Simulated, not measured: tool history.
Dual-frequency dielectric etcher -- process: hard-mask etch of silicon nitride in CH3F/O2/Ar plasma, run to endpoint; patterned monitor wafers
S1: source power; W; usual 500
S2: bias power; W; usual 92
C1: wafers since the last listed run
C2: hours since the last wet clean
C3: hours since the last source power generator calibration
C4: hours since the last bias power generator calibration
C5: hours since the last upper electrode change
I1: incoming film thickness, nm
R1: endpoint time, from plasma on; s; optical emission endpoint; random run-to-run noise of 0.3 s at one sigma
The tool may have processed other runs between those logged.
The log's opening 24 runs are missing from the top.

Run 25, hour 327.5: usual settings but S1 600 W; C1 108; C2 132.2; C3 92.7; C4 38.1; C5 14.8; I1 30.97. Result: R1 35.1 s.
Run 26, hour 336.7: usual settings but S1 560 W, S2 80 W; C1 79; C2 141.4; C3 101.9; C4 47.3; C5 24.0; I1 31.07. Result: R1 39.5 s.
Run 27, hour 347.0: usual settings but S1 560 W, S2 102 W; C1 89; C2 151.7; C3 112.2; C4 57.6; C5 34.3; I1 31.00. Result: R1 33.9 s.
Run 28, hour 355.7: usual settings but S2 111 W; C1 75; C2 160.4; C3 120.9; C4 66.3; C5 43.0; I1 31.17. Result: R1 34.1 s.
Run 29, hour 371.9: usual settings; C1 140; C2 176.6; C3 137.1; C4 82.5; C5 59.2; I1 31.52. Result: R1 38.2 s.
Run 30, hour 381.6: usual settings but S1 440 W; C1 83; C2 186.3; C3 146.8; C4 92.2; C5 68.9; I1 31.15. Result: R1 39.9 s.
Run 31, hour 392.6: usual settings; C1 95; C2 197.3; C3 157.8; C4 103.2; C5 79.9; I1 31.03. Result: R1 37.8 s.
Run 32, hour 399.1: usual settings; C1 56; C2 203.8; C3 164.3; C4 109.7; C5 86.4; I1 30.99. Result: R1 37.9 s.
Run 33, hour 411.0: usual settings but S1 590 W, S2 84 W; C1 102; C2 215.7; C3 176.2; C4 121.6; C5 98.3; I1 31.00. Result: R1 37.4 s.
Run 34, hour 417.3: usual settings but S1 420 W, S2 111 W; C1 54; C2 222.0; C3 182.5; C4 127.9; C5 104.6; I1 30.88. Result: R1 36.3 s.
Run 35, hour 429.8: usual settings but S1 550 W, S2 84 W; C1 108; C2 234.5; C3 195.0; C4 140.4; C5 117.1; I1 31.16. Result: R1 39.1 s.
Run 36, hour 447.3: usual settings but S2 100 W; C1 151; C2 252.0; C3 212.5; C4 157.9; C5 134.6; I1 31.17. Result: R1 36.5 s.

4 ways to go on from here, each from the tool as it stands after run 36. What would each give?
Run A, hour 447.7: usual settings but S1 410 W; C1 3; C2 252.4; C3 212.9; C4 158.3; C5 135.0; I1 31.09. Result: R1 ?.
Run B, hour 447.7: usual settings but S1 450 W, S2 111 W; C1 3; C2 252.4; C3 212.9; C4 158.3; C5 135.0; I1 31.09. Result: R1 ?.
Run C, hour 447.7: usual settings but S1 550 W, S2 71 W; C1 3; C2 252.4; C3 212.9; C4 158.3; C5 135.0; I1 31.09. Result: R1 ?.
Run D, hour 447.7: usual settings but S1 400 W, S2 102 W; C1 3; C2 252.4; C3 212.9; C4 158.3; C5 135.0; I1 31.09. Result: R1 ?.

run    R1
  A  41.8
  B  36.2
  C  43.1
  D  39.8
Had the tool no hidden state, the same runs would have come out as:
run    R1
  A  41.8
  B  36.2
  C  43.1
  D  39.8
